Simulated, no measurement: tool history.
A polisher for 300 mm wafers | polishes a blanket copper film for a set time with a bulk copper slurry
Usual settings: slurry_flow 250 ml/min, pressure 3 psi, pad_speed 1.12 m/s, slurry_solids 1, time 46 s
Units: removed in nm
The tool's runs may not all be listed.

run	hour	slurry_flow	pressure	pad_speed	slurry_solids	time	wafers since the last listed run	wafers polished on this pad	hours since the slurry nozzle was cleaned	hours since the head pressure was calibrated	hours since the slurry blender was calibrated	incoming thickness of the incoming film, nm	removed
1	0	250	3	1.12	0.85	46	0	522	783.5	133.1	165.6	3840.1	508.6
2	18.5	250	3	1.12	1	46	257	779	802	151.6	184.1	3952	529.4
# hour 30.7: worn pad replaced by a new one
3	52	250	3	1.12	1	46	409	295	835.5	185.1	217.6	3945.1	526.7
4	81.3	250	3	1.12	1	46	407	702	864.8	214.4	246.9	3889.3	518.8
5	103.8	320	3	1.42	1	46	312	1015	887.3	236.9	269.4	3860.2	686.6
# hour 107.2: slurry nozzle cleaned
# hour 112: worn pad replaced by a new one
6	135.1	250	3	1.12	1	46	365	321	27.9	268.2	300.7	3947.5	524.6
7	149	250	3	1.12	1	46	193	514	41.8	282.1	314.6	3974.8	532.8
# hour 177.9: worn pad replaced by a new one
8	179.7	250	3	1.12	1	46	370	25	72.5	312.8	345.3	3906.3	529.9
# hour 195.5: head pressure recalibrated
9	215.2	250	3	1.12	1.1	35	465	491	108	19.7	380.8	3897.4	404
# hour 241.7: worn pad replaced by a new one
10	242.2	195	3	1.12	1.2	46	319	6	135	46.7	407.8	3865.1	531.1
11	251.4	250	2.5	1.12	1	46	127	134	144.2	55.9	417	3837.1	443.5
12	268	190	3	1.12	0.7	55	230	364	160.8	72.5	433.6	3950.1	561.6
# hour 283: slurry blender recalibrated
13	299.2	295	3	1.12	1	46	405	770	192	103.7	16.2	3872.5	554.4
# hour 320: worn pad replaced by a new one
14	334	210	2.6	1.12	0.75	31	427	193	226.8	138.5	51	3901.5	295.9
15	354.2	250	3	1.34	0.85	46	280	474	247	158.7	71.2	3955.4	627

5 ways to go on from here, each from the tool as it stands after run 15. What would each give?
A	354.6	250	3	1.12	1	46	5	480	247.4	159.1	71.6	3915.5	?
B	354.6	250	3.7	1.12	1	46	5	480	247.4	159.1	71.6	3915.5	?
C	354.6	170	3	1.5	0.8	58	5	480	247.4	159.1	71.6	3915.5	?
D	354.6	250	3.8	1.12	1	46	5	480	247.4	159.1	71.6	3915.5	?
E	354.6	250	3	1	1	53	5	480	247.4	159.1	71.6	3915.5	?

run	removed
A	539.7
B	651.4
C	836.8
D	667.4
E	555.2
Without the tool's hidden state the same runs would have given:
run	removed
A	552.6
B	666.9
C	856.1
D	683.3
E	568.4
